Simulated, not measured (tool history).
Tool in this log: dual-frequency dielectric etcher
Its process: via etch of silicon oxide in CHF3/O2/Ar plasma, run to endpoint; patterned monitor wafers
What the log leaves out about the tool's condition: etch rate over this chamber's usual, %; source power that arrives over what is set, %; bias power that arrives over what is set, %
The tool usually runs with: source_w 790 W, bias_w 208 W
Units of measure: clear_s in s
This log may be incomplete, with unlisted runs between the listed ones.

run,hour,source_w,bias_w,wafers since the last listed run,hours since the last wet clean,hours since the last source power generator calibration,hours since the last bias power generator calibration,hours since the last upper electrode change,"incoming incoming film thickness, nm",clear_s
1,0,790,208,0,410.3,4590,2299,2735.2,638.3,276.8
2,33.8,790,208,150,444.1,4623.8,2332.8,2769,637.9,276.5
3,94.7,790,208,271,505,4684.7,2393.7,2829.9,640.4,277.7
4,120.1,790,168,113,530.4,4710.1,2419.1,2855.3,637.9,301.7
# hour 149.6: wet clean of the chamber
5,186,790,168,186,36.4,4776,2485,2921.2,638.4,296.8
6,224.2,790,168,170,74.6,4814.2,2523.2,2959.4,636.3,295.2
7,249.7,680,208,113,100.1,4839.7,2548.7,2984.9,641.4,298.2
8,294.3,790,208,198,144.7,4884.3,2593.3,3029.5,642.5,275.8
# hour 343: bias power generator calibrated
9,347.1,790,208,217,197.5,4937.1,4.1,3082.3,644.7,277.1
# hour 370.2: source power generator calibrated
10,399.4,790,208,215,249.8,29.2,56.4,3134.6,639.4,275.1
11,439.5,790,196,178,289.9,69.3,96.5,3174.7,642.3,285.3
12,471.7,940,189,143,322.1,101.5,128.7,3206.9,639.6,262.7
13,503,790,208,139,353.4,132.8,160,3238.2,637,276.9
14,556.1,790,257,236,406.5,185.9,213.1,3291.3,644.4,256.9
15,612.3,900,175,250,462.7,242.1,269.3,3347.5,639.8,277.5
# hour 642.8: upper electrode replaced
16,675.5,660,225,174,525.9,305.3,332.5,32.7,636,296.9
# hour 746.4: wet clean of the chamber
17,746.9,790,208,211,0.5,376.7,403.9,104.1,636.2,273.2
18,790.2,880,241,192,43.8,420,447.2,147.4,638.8,245.1
19,860.6,660,180,313,114.2,490.4,517.6,217.8,643.1,323.8
20,895.7,790,189,156,149.3,525.5,552.7,252.9,641.7,286.3
21,949.5,790,244,239,203.1,579.3,606.5,306.7,640.7,261.2
22,989.7,790,236,179,243.3,619.5,646.7,346.9,637.8,263.4

Each row is a separate what-if for the run after 22, all from the same tool condition, not one after another. Results?
A,990.2,790,235,2,243.8,620,647.2,347.4,645.3,?
B,990.2,790,191,2,243.8,620,647.2,347.4,645.3,?
C,990.2,790,251,2,243.8,620,647.2,347.4,645.3,?

run,clear_s
A,265.6
B,287.7
C,258.8
The same runs, with their run-to-run variation unchanged, on a tool lacking any hidden condition would have given:
run,clear_s
A,262.4
B,284.2
C,255.8

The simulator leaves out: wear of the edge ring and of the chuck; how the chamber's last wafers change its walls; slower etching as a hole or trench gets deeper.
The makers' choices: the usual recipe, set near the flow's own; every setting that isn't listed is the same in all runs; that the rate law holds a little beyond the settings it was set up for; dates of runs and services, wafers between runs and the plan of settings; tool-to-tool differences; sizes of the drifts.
